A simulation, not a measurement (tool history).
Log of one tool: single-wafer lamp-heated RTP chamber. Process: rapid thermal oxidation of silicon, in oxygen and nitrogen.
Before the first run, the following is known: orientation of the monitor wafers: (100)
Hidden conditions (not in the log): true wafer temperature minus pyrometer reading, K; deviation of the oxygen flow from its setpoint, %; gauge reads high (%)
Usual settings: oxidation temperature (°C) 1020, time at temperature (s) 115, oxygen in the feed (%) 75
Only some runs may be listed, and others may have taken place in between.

run	day	oxidation temperature (°C)	time at temperature (s)	oxygen in the feed (%)	wafers since the last listed run	wafers since the last pyrometer calibration	hours since the oxygen flow controller was replaced	hours since the gauge calibration	read-back reference wafer on the same gauge, thickness	oxide thickness on the monitor wafer (angstrom)
1	0.000	1020	95	75	0	6807	1515.8	73.1	8.689	77.72
2	1.883	1020	95	75	538	7345	1561.0	118.3	8.693	77.66
# day 2.754: pyrometer window cleaned and pyrometer calibrated
3	5.475	1020	95	75	932	778	1647.2	204.5	8.688	76.10
4	8.379	1029	115	75	830	1608	1716.9	274.2	8.689	88.50
5	10.712	1029	115	75	667	2276	1772.9	330.2	8.692	88.95
6	12.275	1020	115	75	446	2723	1810.4	367.7	8.691	83.11
7	15.404	1020	115	75	895	3618	1885.5	442.8	8.688	83.38
8	16.971	1029	153	62	448	4066	1923.1	480.4	8.691	94.60
# day 18.808: gauge calibrated
9	21.296	1034	58	89	1237	5303	2026.9	59.7	8.693	72.34
# day 23.100: oxygen flow controller replaced
10	24.275	1020	115	75	756	6060	28.2	131.2	8.690	84.03
# day 28.500: pyrometer window cleaned and pyrometer calibrated
11	28.521	1020	81	75	1119	6	130.1	233.1	8.685	70.11
12	31.750	1003	59	97	923	929	207.6	310.6	8.689	59.62

Run 13 has not been measured yet. What should we expect?
13	35.175	1031	80	48	979	1909	289.8	392.8	?	?

read-back reference wafer on the same gauge, thickness: 8.688
oxide thickness on the monitor wafer (angstrom): 65.14
Had the tool carried no hidden state, the very same run would have given oxide thickness on the monitor wafer (angstrom) 64.57.

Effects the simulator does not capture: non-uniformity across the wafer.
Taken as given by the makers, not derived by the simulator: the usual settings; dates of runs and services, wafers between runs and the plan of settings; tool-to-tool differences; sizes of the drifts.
